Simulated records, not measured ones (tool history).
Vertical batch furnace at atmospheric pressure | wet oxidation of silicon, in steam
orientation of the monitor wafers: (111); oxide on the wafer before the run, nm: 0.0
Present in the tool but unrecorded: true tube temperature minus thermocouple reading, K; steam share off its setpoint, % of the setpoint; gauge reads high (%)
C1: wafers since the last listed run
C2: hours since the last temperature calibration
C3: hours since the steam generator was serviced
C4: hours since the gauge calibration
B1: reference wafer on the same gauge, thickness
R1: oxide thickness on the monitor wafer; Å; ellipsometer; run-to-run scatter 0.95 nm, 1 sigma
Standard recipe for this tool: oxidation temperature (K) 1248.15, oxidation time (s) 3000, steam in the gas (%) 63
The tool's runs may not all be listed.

Run 1, day 0.000: usual settings; C1 0; C2 3824.2; C3 2145.6; C4 424.5; B1 254.86. Result: R1 2492.2 Å.
Run 2, day 0.838: usual settings; C1 268; C2 3844.3; C3 2165.7; C4 444.6; B1 254.92. Result: R1 2473.1 Å.
Run 3, day 1.338: usual settings; C1 160; C2 3856.3; C3 2177.7; C4 456.6; B1 254.45. Result: R1 2480.4 Å.
Run 4, day 1.908: usual settings; C1 182; C2 3870.0; C3 2191.4; C4 470.3; B1 254.23. Result: R1 2470.9 Å.
At day 1.938: gauge calibrated.
Run 5, day 3.338: usual settings but oxidation time (s) 3900; C1 457; C2 3904.3; C3 2225.7; C4 33.6; B1 257.85. Result: R1 2991.8 Å.
Run 6, day 4.771: usual settings but steam in the gas (%) 56; C1 458; C2 3938.7; C3 2260.1; C4 68.0; B1 258.34. Result: R1 2297.6 Å.
Run 7, day 5.300: usual settings but steam in the gas (%) 56; C1 169; C2 3951.4; C3 2272.8; C4 80.7; B1 257.66. Result: R1 2299.0 Å.
Run 8, day 8.454: usual settings; C1 1009; C2 4027.1; C3 2348.5; C4 156.4; B1 257.49. Result: R1 2496.7 Å.
Run 9, day 9.346: usual settings; C1 285; C2 4048.5; C3 2369.9; C4 177.8; B1 256.89. Result: R1 2511.9 Å.
Run 10, day 10.475: usual settings; C1 361; C2 4075.6; C3 2397.0; C4 204.9; B1 256.80. Result: R1 2496.6 Å.
Run 11, day 11.138: usual settings but oxidation temperature (K) 1262.15, steam in the gas (%) 67; C1 212; C2 4091.5; C3 2412.9; C4 220.8; B1 256.98. Result: R1 2872.1 Å.
Run 12, day 12.304: usual settings but oxidation temperature (K) 1262.15, steam in the gas (%) 67; C1 373; C2 4119.5; C3 2440.9; C4 248.8; B1 256.84. Result: R1 2863.8 Å.
Run 13, day 13.479: usual settings but oxidation temperature (K) 1262.15, steam in the gas (%) 67; C1 376; C2 4147.7; C3 2469.1; C4 277.0; B1 256.29. Result: R1 2899.5 Å.
Run 14, day 14.875: usual settings; C1 446; C2 4181.2; C3 2502.6; C4 310.5; B1 255.81. Result: R1 2499.0 Å.
Run 15, day 16.354: usual settings but oxidation temperature (K) 1269.15; C1 473; C2 4216.7; C3 2538.1; C4 346.0; B1 255.52. Result: R1 2872.0 Å.
At day 17.788: thermocouples replaced and temperature profile calibrated.
Run 16, day 17.808: usual settings but oxidation temperature (K) 1266.15; C1 145; C2 0.5; C3 2573.0; C4 380.9; B1 254.66. Result: R1 2819.4 Å.
Run 17, day 17.971: usual settings; C1 52; C2 4.4; C3 2576.9; C4 384.8; B1 255.08. Result: R1 2472.1 Å.
Run 18, day 18.829: usual settings; C1 274; C2 25.0; C3 2597.5; C4 405.4; B1 254.24. Result: R1 2471.1 Å.
Run 19, day 19.608: usual settings but oxidation temperature (K) 1233.15, oxidation time (s) 1920; C1 249; C2 43.7; C3 2616.2; C4 424.1; B1 254.07. Result: R1 1572.5 Å.
At day 21.662: gauge calibrated.
At day 21.754: steam generator serviced.
Run 20, day 21.775: usual settings but oxidation temperature (K) 1271.15, oxidation time (s) 2550, steam in the gas (%) 67; C1 373; C2 95.7; C3 0.5; C4 2.7; B1 259.91. Result: R1 2770.3 Å.
Run 21, day 22.404: usual settings but oxidation temperature (K) 1229.15, steam in the gas (%) 57; C1 201; C2 110.8; C3 15.6; C4 17.8; B1 259.41. Result: R1 2019.0 Å.
Run 22, day 23.650: usual settings but steam in the gas (%) 51; C1 398; C2 140.7; C3 45.5; C4 47.7; B1 259.86. Result: R1 2180.9 Å.
Run 23, day 24.304: usual settings; C1 209; C2 156.4; C3 61.2; C4 63.4; B1 259.89. Result: R1 2524.3 Å.
Run 24, day 25.792: usual settings but oxidation temperature (K) 1269.15, oxidation time (s) 3870, steam in the gas (%) 68; C1 476; C2 192.1; C3 96.9; C4 99.1; B1 259.74. Result: R1 3628.9 Å.
Run 25, day 26.612: usual settings but oxidation time (s) 2280, steam in the gas (%) 53; C1 262; C2 211.8; C3 116.6; C4 118.8; B1 259.57. Result: R1 1840.7 Å.
Run 26, day 27.471: usual settings but oxidation time (s) 1500, steam in the gas (%) 60; C1 274; C2 232.4; C3 137.2; C4 139.4; B1 259.29. Result: R1 1480.6 Å.
Run 27, day 28.075: usual settings but oxidation temperature (K) 1260.15, oxidation time (s) 4020; C1 193; C2 246.9; C3 151.7; C4 153.9; B1 259.38. Result: R1 3351.8 Å.
Run 28, day 29.462: usual settings but oxidation time (s) 3630, steam in the gas (%) 69; C1 444; C2 280.2; C3 185.0; C4 187.2; B1 258.97. Result: R1 3064.3 Å.
Run 29, day 30.662: usual settings but oxidation temperature (K) 1237.15; C1 384; C2 309.0; C3 213.8; C4 216.0; B1 259.03. Result: R1 2322.8 Å.

Some steps in R1 between neighbouring runs. How much of each would the tool show without its hidden state too (settings, what came in, random variation), and how much is left for the hidden state, with any gauge scatter that isn't in both results?
Run 4 -> 5: oxidation time (s) 3000 -> 3900, gauge calibrated. R1 +520.9 Å: hidden state +33.5, all else +487.4.
Run 19 -> 20: oxidation temperature (K) 1233.15 -> 1271.15, oxidation time (s) 1920 -> 2550, steam in the gas (%) 63 -> 67, gauge calibrated, steam generator serviced. R1 +1197.8 Å: hidden state +38.6, all else +1159.2.
Run 24 -> 25: oxidation temperature (K) 1269.15 -> 1248.15, oxidation time (s) 3870 -> 2280, steam in the gas (%) 68 -> 53. R1 -1788.2 Å: hidden state -4.6, all else -1783.6.
Run 26 -> 27: oxidation temperature (K) 1248.15 -> 1260.15, oxidation time (s) 1500 -> 4020, steam in the gas (%) 60 -> 63. R1 +1871.2 Å: hidden state +1.5, all else +1869.7.
